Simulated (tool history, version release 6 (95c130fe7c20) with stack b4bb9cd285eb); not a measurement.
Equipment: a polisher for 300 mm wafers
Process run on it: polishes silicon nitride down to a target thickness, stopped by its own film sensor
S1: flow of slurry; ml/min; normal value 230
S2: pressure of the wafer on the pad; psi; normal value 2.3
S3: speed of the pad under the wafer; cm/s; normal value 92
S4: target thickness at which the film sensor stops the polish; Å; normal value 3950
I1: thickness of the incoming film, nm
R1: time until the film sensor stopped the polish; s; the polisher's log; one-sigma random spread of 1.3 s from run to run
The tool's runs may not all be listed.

run,hour,S1,S2,S3,S4,I1,R1
1,0.0,230,2.3,92,3950,463.1,80.2
# hour 14.0: slurry nozzle cleaned
2,31.9,190,2.3,92,3950,464.6,84.2
3,102.6,190,2.3,92,3950,459.5,78.4
# hour 145.9: worn pad replaced by a new one
4,171.2,190,2.3,92,3950,458.9,71.8
5,241.8,230,2.3,98,3950,457.7,72.1
6,310.6,230,2.3,92,3950,460.5,83.6
7,362.4,230,2.3,92,3950,463.6,86.7
8,398.1,230,2.3,78,3950,460.0,92.3
# hour 412.6: worn pad replaced by a new one
# hour 418.7: head pressure recalibrated
9,440.3,230,2.3,78,3950,452.7,71.6
# hour 470.3: slurry nozzle cleaned
10,510.4,230,2.3,92,3950,463.9,76.5
11,539.0,230,2.3,92,3950,459.8,74.4
12,583.4,230,2.3,92,3950,461.5,80.1
13,624.3,185,2.3,92,3860,467.8,96.0
14,661.9,185,2.3,92,3950,456.2,72.9
# hour 681.6: worn pad replaced by a new one
15,716.7,230,1.6,92,3750,464.9,123.2
16,749.1,185,2.0,102,3730,461.9,106.2
17,775.8,230,1.6,92,3750,457.9,122.5
18,845.4,230,2.3,92,3950,469.1,87.5
# hour 895.4: worn pad replaced by a new one
# hour 895.9: slurry nozzle cleaned
19,900.6,230,2.3,92,3950,450.1,57.3
20,968.3,230,2.3,78,3950,464.2,87.1
21,1009.0,165,3.0,92,3750,464.0,89.2
22,1073.6,230,2.0,64,3760,459.2,147.2
# hour 1132.0: worn pad replaced by a new one
23,1135.4,230,2.3,92,3950,463.7,73.8
24,1176.5,230,2.3,78,3830,458.7,102.4

How would selected steps in R1 from run to run divide? Give the signed amount a tool lacking its hidden state would still show from settings, what came in and random variation, and the signed amount left for the hidden state, including any gauge scatter that is not in both of the compared results.
Unlogged tool condition in this case: removal rate lost through wear of the pad, %; slurry flow missing at the pad, %; deviation of the head's pressure from its setpoint, %.
Run 8 -> 9: worn pad replaced by a new one, head pressure recalibrated. R1 -20.7 s: hidden state -13.2, all else -7.5.
Run 21 -> 22: S1 165 -> 230, S2 3.0 -> 2.0, S3 92 -> 64, S4 3750 -> 3760. R1 +58.0 s: hidden state +9.5, all else +48.5.
Run 22 -> 23: S2 2.0 -> 2.3, S3 64 -> 92, S4 3760 -> 3950, worn pad replaced by a new one. R1 -73.4 s: hidden state -15.8, all else -57.6.
